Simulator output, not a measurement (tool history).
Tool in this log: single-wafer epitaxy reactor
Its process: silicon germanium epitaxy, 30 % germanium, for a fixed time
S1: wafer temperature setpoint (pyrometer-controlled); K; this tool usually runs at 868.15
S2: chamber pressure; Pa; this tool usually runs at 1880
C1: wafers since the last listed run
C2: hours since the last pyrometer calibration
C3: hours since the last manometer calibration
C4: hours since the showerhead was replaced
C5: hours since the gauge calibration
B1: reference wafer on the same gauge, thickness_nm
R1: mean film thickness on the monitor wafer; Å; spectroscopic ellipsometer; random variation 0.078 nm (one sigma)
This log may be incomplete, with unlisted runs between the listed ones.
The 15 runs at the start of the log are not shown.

run 16 day=13.342 | S1=855.15 S2=2146 | C1=347 C2=1419.8 C3=1955.2 C4=125.5 C5=120.5 | B1=49.894 | R1=389.85
run 17 day=15.858 | S1=881.15 S2=1880 | C1=1134 C2=1480.2 C3=2015.6 C4=185.9 C5=180.9 | B1=49.901 | R1=576.09
run 18 day=17.267 | S1=874.15 S2=1613 | C1=634 C2=1514 C3=2049.4 C4=219.7 C5=214.7 | B1=49.899 | R1=495.03
run 19 day=18.225 | S1=878.15 S2=2093 | C1=431 C2=1537 C3=2072.4 C4=242.7 C5=237.7 | B1=49.915 | R1=564.62
run 20 day=19.008 | S1=880.15 S2=1467 | C1=352 C2=1555.8 C3=2091.2 C4=261.5 C5=256.5 | B1=49.916 | R1=532.29
-- day=19.488 pyrometer calibrated
run 21 day=19.946 | S1=868.15 S2=2280 | C1=272 C2=11 C3=2113.7 C4=284 C5=279 | B1=49.915 | R1=485.07
run 22 day=21.283 | S1=856.15 S2=2320 | C1=602 C2=43.1 C3=2145.8 C4=316.1 C5=311.1 | B1=49.896 | R1=399.82
run 23 day=21.971 | S1=868.15 S2=1520 | C1=309 C2=59.6 C3=2162.3 C4=332.6 C5=327.6 | B1=49.898 | R1=435.04
run 24 day=22.942 | S1=863.15 S2=1640 | C1=437 C2=82.9 C3=2185.6 C4=355.9 C5=350.9 | B1=49.889 | R1=407.83
run 25 day=24.304 | S1=859.15 S2=1573 | C1=613 C2=115.6 C3=2218.3 C4=388.6 C5=383.6 | B1=49.899 | R1=380.4
run 26 day=25.254 | S1=868.15 S2=1880 | C1=428 C2=138.4 C3=2241.1 C4=411.4 C5=406.4 | B1=49.902 | R1=459.96
run 27 day=26.233 | S1=876.15 S2=2186 | C1=441 C2=161.9 C3=2264.6 C4=434.9 C5=429.9 | B1=49.892 | R1=547.01
run 28 day=27.629 | S1=879.15 S2=1986 | C1=628 C2=195.4 C3=2298.1 C4=468.4 C5=463.4 | B1=49.893 | R1=557.64
run 29 day=28.292 | S1=858.15 S2=1880 | C1=298 C2=211.3 C3=2314 C4=484.3 C5=479.3 | B1=49.894 | R1=392.37
run 30 day=31.033 | S1=868.15 S2=1587 | C1=1235 C2=277.1 C3=2379.8 C4=550.1 C5=545.1 | B1=49.908 | R1=440.08
-- day=31.392 capacitance manometer re-zeroed and calibrated
run 31 day=33.492 | S1=868.15 S2=1880 | C1=957 C2=336.1 C3=50.4 C4=609.1 C5=604.1 | B1=49.893 | R1=453.88
run 32 day=34.475 | S1=877.15 S2=1880 | C1=443 C2=359.7 C3=74 C4=632.7 C5=627.7 | B1=49.9 | R1=524.3
run 33 day=37.354 | S1=868.15 S2=2013 | C1=1297 C2=428.8 C3=143.1 C4=701.8 C5=696.8 | B1=49.909 | R1=460.89
run 34 day=38.746 | S1=856.15 S2=2213 | C1=627 C2=462.2 C3=176.5 C4=735.2 C5=730.2 | B1=49.9 | R1=389.07
run 35 day=39.729 | S1=862.15 S2=1880 | C1=443 C2=485.8 C3=200.1 C4=758.8 C5=753.8 | B1=49.894 | R1=412.11
run 36 day=40.975 | S1=868.15 S2=1880 | C1=561 C2=515.7 C3=230 C4=788.7 C5=783.7 | B1=49.902 | R1=452.17

3 options for the next run, each taken on its own from the tool as it stands now. Forecast them:
run A day=40.992 | S1=868.15 S2=1880 | C1=7 C2=516.1 C3=230.4 C4=789.1 C5=784.1 | B1=? | R1=?
run B day=40.992 | S1=868.15 S2=2226 | C1=7 C2=516.1 C3=230.4 C4=789.1 C5=784.1 | B1=? | R1=?
run C day=40.992 | S1=875.15 S2=1667 | C1=7 C2=516.1 C3=230.4 C4=789.1 C5=784.1 | B1=? | R1=?

run=A B1=49.903 R1=453.32
run=B B1=49.903 R1=474.83
run=C B1=49.903 R1=491.84
Without the tool's unlogged condition, the same runs would have read:
run=A R1=451.42
run=B R1=472.83
run=C R1=489.78
